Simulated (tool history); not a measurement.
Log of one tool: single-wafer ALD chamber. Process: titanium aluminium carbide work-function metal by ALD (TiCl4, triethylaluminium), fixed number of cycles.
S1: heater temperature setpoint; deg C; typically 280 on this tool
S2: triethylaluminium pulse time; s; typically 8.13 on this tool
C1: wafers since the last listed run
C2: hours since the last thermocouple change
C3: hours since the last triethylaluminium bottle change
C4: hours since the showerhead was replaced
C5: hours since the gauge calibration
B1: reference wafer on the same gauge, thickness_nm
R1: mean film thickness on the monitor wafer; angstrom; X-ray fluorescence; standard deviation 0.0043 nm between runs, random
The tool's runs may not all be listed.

run,hour,S1,S2,C1,C2,C3,C4,C5,B1,R1
1,0,280,8.13,0,753.4,1903,7414.3,398.5,1.66,17.1
2,28.6,280,8.13,366,782,1931.6,7442.9,427.1,1.661,17.09
# hour 36.5: gauge calibrated
3,50.1,280,8.13,275,803.5,1953.1,7464.4,13.6,1.659,17.06
4,74.1,274,9.25,307,827.5,1977.1,7488.4,37.6,1.66,16.81
5,92.2,274,9.25,231,845.6,1995.2,7506.5,55.7,1.66,16.88
6,108.9,274,9.25,213,862.3,2011.9,7523.2,72.4,1.661,16.86
7,140.4,273,9.07,403,893.8,2043.4,7554.7,103.9,1.661,16.71
8,152.8,273,9.07,158,906.2,2055.8,7567.1,116.3,1.66,16.61
9,170.5,273,9.07,226,923.9,2073.5,7584.8,134,1.66,16.63
10,206.2,280,9.44,456,959.6,2109.2,7620.5,169.7,1.661,17.37
11,224.5,280,8.13,234,977.9,2127.5,7638.8,188,1.66,16.98
# hour 240.5: triethylaluminium bottle replaced
# hour 241.9: showerhead replaced
12,257.1,280,8.13,296,1010.5,16.6,15.2,220.6,1.66,16.88
13,283.7,286,10.09,340,1037.1,43.2,41.8,247.2,1.66,18.06
14,313.2,266,5.33,377,1066.6,72.7,71.3,276.7,1.66,14.19
15,340.5,284,8.13,349,1093.9,100,98.6,304,1.66,17.37
# hour 364.9: thermocouple changed; heater temperature recalibrated
16,375,280,4.88,339,10.1,134.5,133.1,338.5,1.662,15.88
17,410.4,276,8.13,453,45.5,169.9,168.5,373.9,1.66,17.61
18,422.7,280,9.33,157,57.8,182.2,180.8,386.2,1.659,18.38
# hour 434.1: thermocouple changed; heater temperature recalibrated, repeated, since the last time left the tool worse
19,451.2,286,5.79,262,17.1,210.7,209.3,414.7,1.661,16.59
# hour 452.5: gauge calibrated
20,465.4,280,8.13,181,31.3,224.9,223.5,12.9,1.66,17.3
21,486.4,280,8.13,268,52.3,245.9,244.5,33.9,1.661,17.22
22,550,269,11.07,814,115.9,309.5,308.1,97.5,1.662,16.87
23,575,269,5.08,319,140.9,334.5,333.1,122.5,1.659,14.43

What if the next run were any one of these 3? Each begins from the tool's condition after run 23:
A,575.4,280,8.13,5,141.3,334.9,333.5,122.9,?,?
B,575.4,280,5.83,5,141.3,334.9,333.5,122.9,?,?
C,575.4,275,5.7,5,141.3,334.9,333.5,122.9,?,?

run,B1,R1
A,1.66,17.21
B,1.66,15.96
C,1.66,15.43
The same runs, with their run-to-run variation unchanged, on a tool lacking any hidden condition would have given:
run,R1
A,17.37
B,16.11
C,15.58
